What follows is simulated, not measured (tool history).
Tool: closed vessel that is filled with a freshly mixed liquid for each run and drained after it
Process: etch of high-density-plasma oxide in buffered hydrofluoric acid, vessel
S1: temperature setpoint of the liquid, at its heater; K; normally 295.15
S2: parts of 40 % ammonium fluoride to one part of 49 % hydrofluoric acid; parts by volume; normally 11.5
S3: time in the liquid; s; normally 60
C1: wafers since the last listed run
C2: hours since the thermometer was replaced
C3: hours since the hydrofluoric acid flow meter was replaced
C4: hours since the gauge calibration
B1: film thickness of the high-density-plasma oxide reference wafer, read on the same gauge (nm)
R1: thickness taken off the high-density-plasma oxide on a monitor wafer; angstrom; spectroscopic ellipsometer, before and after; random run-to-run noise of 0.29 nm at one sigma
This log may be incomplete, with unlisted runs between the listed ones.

| run | day | S1 | S2 | S3 | C1 | C2 | C3 | C4 | B1 | R1 |
|---|---|---|---|---|---|---|---|---|---|---|
| 1 | 0.000 | 295.15 | 10.0 | 60 | 0 | 2611.7 | 1866.9 | 117.4 | 39.83 | 655.5 |
| 2 | 1.417 | 295.15 | 10.0 | 60 | 4038 | 2645.7 | 1900.9 | 151.4 | 39.82 | 649.6 |
| 3 | 2.458 | 295.15 | 11.5 | 35 | 2969 | 2670.7 | 1925.9 | 176.4 | 39.78 | 331.6 |
| 4 | 3.838 | 295.15 | 11.5 | 35 | 3931 | 2703.8 | 1959.0 | 209.5 | 39.75 | 331.1 |
| 5 | 4.638 | 295.15 | 11.5 | 35 | 2280 | 2723.0 | 1978.2 | 228.7 | 39.72 | 329.7 |
| 6 | 5.879 | 295.15 | 13.5 | 60 | 3539 | 2752.8 | 2008.0 | 258.5 | 39.68 | 488.4 |
| 7 | 7.217 | 295.15 | 13.5 | 60 | 3813 | 2784.9 | 2040.1 | 290.6 | 39.59 | 486.7 |
|  | 8.025 | thermometer replaced |
| 8 | 8.050 | 295.15 | 13.5 | 60 | 2257 | 0.6 | 2060.1 | 310.6 | 39.61 | 483.5 |
| 9 | 9.200 | 291.15 | 11.5 | 60 | 3278 | 28.2 | 2087.7 | 338.2 | 39.54 | 453.6 |
|  | 9.846 | hydrofluoric acid flow meter replaced |
| 10 | 9.896 | 291.15 | 11.5 | 60 | 1864 | 44.9 | 1.2 | 354.9 | 39.48 | 450.1 |
| 11 | 10.950 | 290.65 | 11.5 | 50 | 3005 | 70.2 | 26.5 | 380.2 | 39.44 | 366.8 |
| 12 | 12.175 | 295.15 | 11.5 | 60 | 3492 | 99.6 | 55.9 | 409.6 | 39.38 | 558.6 |
| 13 | 13.283 | 295.15 | 11.5 | 70 | 3159 | 126.2 | 82.5 | 436.2 | 39.30 | 649.9 |
| 14 | 14.088 | 295.15 | 13.0 | 85 | 2292 | 145.5 | 101.8 | 455.5 | 39.27 | 708.9 |
|  | 14.621 | gauge calibrated |
| 15 | 14.871 | 295.15 | 11.5 | 60 | 2233 | 164.3 | 120.6 | 6.0 | 39.98 | 574.0 |
| 16 | 16.300 | 299.65 | 11.5 | 60 | 4074 | 198.6 | 154.9 | 40.3 | 40.03 | 736.0 |
| 17 | 17.346 | 297.65 | 11.5 | 60 | 2981 | 223.7 | 180.0 | 65.4 | 39.99 | 660.4 |
| 18 | 18.675 | 290.15 | 9.5 | 30 | 3789 | 255.6 | 211.9 | 97.3 | 39.99 | 255.2 |
| 19 | 19.446 | 293.15 | 11.5 | 60 | 2197 | 274.1 | 230.4 | 115.8 | 39.98 | 515.1 |
| 20 | 20.379 | 295.15 | 11.5 | 60 | 2660 | 296.5 | 252.8 | 138.2 | 39.94 | 577.4 |
| 21 | 21.100 | 296.65 | 7.5 | 70 | 2055 | 313.8 | 270.1 | 155.5 | 39.98 | 1078.4 |

Alternative continuations, all from the tool just after run 21; predict every row:
| A | 21.129 | 295.15 | 11.5 | 60 | 83 | 314.5 | 270.8 | 156.2 | ? | ? |
| B | 21.129 | 298.15 | 11.5 | 60 | 83 | 314.5 | 270.8 | 156.2 | ? | ? |
| C | 21.129 | 299.15 | 14.5 | 60 | 83 | 314.5 | 270.8 | 156.2 | ? | ? |
| D | 21.129 | 298.15 | 13.5 | 35 | 83 | 314.5 | 270.8 | 156.2 | ? | ? |

| run | B1 | R1 |
|---|---|---|
| A | 39.98 | 570.1 |
| B | 39.98 | 671.8 |
| C | 39.98 | 565.2 |
| D | 39.98 | 335.0 |
Stripped of hidden state, with their random variation kept, the same runs would have yielded:
| run | R1 |
|---|---|
| A | 570.8 |
| B | 672.6 |
| C | 565.9 |
| D | 335.4 |

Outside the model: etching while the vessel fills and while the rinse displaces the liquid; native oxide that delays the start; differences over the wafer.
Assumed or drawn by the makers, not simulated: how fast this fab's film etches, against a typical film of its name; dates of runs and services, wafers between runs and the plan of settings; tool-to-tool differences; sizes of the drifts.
